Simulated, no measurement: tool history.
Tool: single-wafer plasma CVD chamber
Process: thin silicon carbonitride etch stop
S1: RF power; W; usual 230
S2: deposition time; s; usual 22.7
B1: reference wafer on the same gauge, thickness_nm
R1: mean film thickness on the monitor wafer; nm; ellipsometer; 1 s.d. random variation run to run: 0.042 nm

run     day   S1    S2      B1      R1
  1       0  230  22.7  16.691  14.126
  2   1.779  230  25.7  16.694  15.923
  3   5.079  230  25.7  16.706  15.859
  4   9.296  255  26.2  16.702  16.806
  5  13.433  255  26.2  16.704  16.882
  6  14.975  255  26.2  16.709   16.72
  7    18.6  230  22.7  16.704  13.948
     19.158  -- gauge calibrated
  8  21.683  230  22.7  16.702  13.922
  9  24.817  260  26.3  16.701  16.976
     26.688  -- thermocouple changed; heater temperature recalibrated
     27.017  -- showerhead replaced
 10  27.038  260  26.3  16.689  16.873
 11  29.929  260  26.3  16.693  16.907
 12  32.546  230  22.7  16.704  13.929
 13  35.046  270  25.3  16.703  16.448
 14  37.904  200  26.8  16.702  15.569
      39.45  -- RF generator calibrated
 15  41.529  230  22.7  16.694  13.705
 16  45.517  270    27  16.696  17.325
     49.108  -- RF generator calibrated, repeated, since the last time left the tool worse
 17  49.238  200  26.8  16.718  15.968
     57.958  -- gauge calibrated
 18  60.358  230    25  16.686  15.643
 19  62.975  260  26.3  16.706  17.251
 20  66.925  210  22.7  16.704  13.762
 21  70.808  275  22.7    16.7  15.189
 22  72.762  230  26.4  16.706  16.465

State the hidden condition of the tool at each of the runs:
wafer temperature above the value expected at the setpoint (K): 0 at every run
gauge reads high (%): 0 at every run
H1: delivered RF power above the setpoint (%)
run      H1
  1   -4.15
  2   -4.27
  3   -4.49
  4   -4.77
  5   -5.04
  6   -5.15
  7   -5.39
  8    -5.6
  9    -5.8
 10   -5.95
 11   -6.15
 12   -6.32
 13   -6.49
 14   -6.68
 15    -9.9
 16   -10.2
 17  -0.494
 18   -1.24
 19   -1.41
 20   -1.67
 21   -1.93
 22   -2.06

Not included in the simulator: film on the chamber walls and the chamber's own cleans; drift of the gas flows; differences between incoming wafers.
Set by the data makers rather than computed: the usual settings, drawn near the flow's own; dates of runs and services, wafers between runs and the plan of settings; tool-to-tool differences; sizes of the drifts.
